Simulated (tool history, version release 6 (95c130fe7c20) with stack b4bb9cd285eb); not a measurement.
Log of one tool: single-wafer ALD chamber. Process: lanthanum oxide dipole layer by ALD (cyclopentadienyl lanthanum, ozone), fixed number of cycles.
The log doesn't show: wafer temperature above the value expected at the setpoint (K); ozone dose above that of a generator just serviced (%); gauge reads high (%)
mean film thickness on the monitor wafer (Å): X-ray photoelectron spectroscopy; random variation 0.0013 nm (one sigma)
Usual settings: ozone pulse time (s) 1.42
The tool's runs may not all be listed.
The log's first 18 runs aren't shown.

run   hour  ozone pulse time (s)  wafers since the last listed run  hours since the last thermocouple change  hours since the last ozone generator service  hours since the showerhead was replaced  hours since the gauge calibration  read-back reference wafer on the same gauge, thickness_nm  mean film thickness on the monitor wafer (Å)
 19  417.8                  1.23                               415                                     203.3                                        1713.8                                   4873.7                              945.2                                                      0.566                                          4.90
     441.1  -- showerhead replaced
 20  447.1                  1.01                               429                                     232.6                                        1743.1                                      6.0                              974.5                                                      0.565                                          4.52
 21  465.4                  1.11                               369                                     250.9                                        1761.4                                     24.3                              992.8                                                      0.566                                          4.70
 22  489.5                  1.42                               486                                     275.0                                        1785.5                                     48.4                             1016.9                                                      0.566                                          5.08
 23  509.7                  1.96                               407                                     295.2                                        1805.7                                     68.6                             1037.1                                                      0.566                                          5.43
 24  524.4                  1.42                               296                                     309.9                                        1820.4                                     83.3                             1051.8                                                      0.566                                          5.09
     535.4  -- ozone generator serviced
 25  540.7                  1.42                               167                                     326.2                                           5.3                                     99.6                             1068.1                                                      0.565                                          5.27
     566.1  -- gauge calibrated
 26  566.2                  1.26                               514                                     351.7                                          30.8                                    125.1                                0.1                                                      0.566                                          5.15
 27  588.9                  1.93                               458                                     374.4                                          53.5                                    147.8                               22.8                                                      0.566                                          5.53
 28  627.4                  1.42                               776                                     412.9                                          92.0                                    186.3                               61.3                                                      0.566                                          5.29
 29  660.2                  1.42                               661                                     445.7                                         124.8                                    219.1                               94.1                                                      0.565                                          5.28
 30  691.0                  1.16                               621                                     476.5                                         155.6                                    249.9                              124.9                                                      0.565                                          5.03
 31  716.6                  1.62                               516                                     502.1                                         181.2                                    275.5                              150.5                                                      0.566                                          5.41
 32  749.0                  1.66                               653                                     534.5                                         213.6                                    307.9                              182.9                                                      0.566                                          5.42
 33  769.5                  1.83                               413                                     555.0                                         234.1                                    328.4                              203.4                                                      0.566                                          5.51
 34  825.2                  1.42                              1123                                     610.7                                         289.8                                    384.1                              259.1                                                      0.566                                          5.27
 35  857.7                  0.91                               655                                     643.2                                         322.3                                    416.6                              291.6                                                      0.566                                          4.60

Forecast each of these 3 alternatives for the next run:
  A  858.1                  0.90                                 8                                     643.6                                         322.7                                    417.0                              292.0                                                          ?                                             ?
  B  858.1                  0.99                                 8                                     643.6                                         322.7                                    417.0                              292.0                                                          ?                                             ?
  C  858.1                  0.93                                 8                                     643.6                                         322.7                                    417.0                              292.0                                                          ?                                             ?

run  read-back reference wafer on the same gauge, thickness_nm  mean film thickness on the monitor wafer (Å)
  A                                                      0.566                                          4.58
  B                                                      0.566                                          4.75
  C                                                      0.566                                          4.64
Without the tool's hidden state the same runs would have given:
run  mean film thickness on the monitor wafer (Å)
  A                                          4.69
  B                                          4.86
  C                                          4.75
